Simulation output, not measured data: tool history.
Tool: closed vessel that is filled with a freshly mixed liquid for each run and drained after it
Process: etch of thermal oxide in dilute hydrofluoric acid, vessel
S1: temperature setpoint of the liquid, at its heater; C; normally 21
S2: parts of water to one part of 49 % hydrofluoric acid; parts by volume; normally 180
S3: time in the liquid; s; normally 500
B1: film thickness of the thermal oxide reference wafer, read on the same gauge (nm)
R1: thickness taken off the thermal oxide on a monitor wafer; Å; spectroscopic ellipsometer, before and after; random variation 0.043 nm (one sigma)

run,hour,S1,S2,S3,B1,R1
1,0,21,180,500,150.01,95.2
2,71.9,21,180,500,150.01,94.2
3,143.8,19,200,500,150.02,77.7
4,186.5,19,200,500,150,76.9
5,229.8,19,200,500,150.02,76.5
6,267.5,21,240,420,149.98,55.9
7,317.6,21,180,350,150.02,65.9
# hour 323.1: thermometer replaced
8,375.3,21,180,350,150.01,70.6
9,441.4,21,180,350,150.01,70.7
# hour 499.6: hydrofluoric acid flow meter replaced
10,503.6,19,200,500,150,82.2
11,537.2,21,180,500,149.98,100.4
12,567.3,17.5,265,330,150,36.2
13,620,22.5,180,500,150,106.3
# hour 640.4: gauge calibrated
14,655.3,21,180,500,150,100.1
15,713.7,19,260,355,149.99,42.1
16,759.5,21,180,500,149.99,99.9
17,809.9,23,120,500,150,170.9
18,850.2,22.5,215,635,150,107.4
19,909.4,18.5,120,500,149.98,142.5

For each run, the measured value with the value that run would have given without the tool's hidden condition subtracted. The run-to-run variation is shared by both, the gauge scatter possibly not:
Hidden state at play: liquid colder than its thermometer reads (K); hydrofluoric acid flow above the setpoint (%); gauge reads high (%).
run,R1
1,-7.7
2,-7.9
3,-6.9
4,-6.9
5,-7
6,-5
7,-6.2
8,-1.3
9,-1.5
10,-2
11,-2.5
12,-0.9
13,-3
14,-3
15,-1.4
16,-3.4
17,-6.4
18,-4
19,-6.2
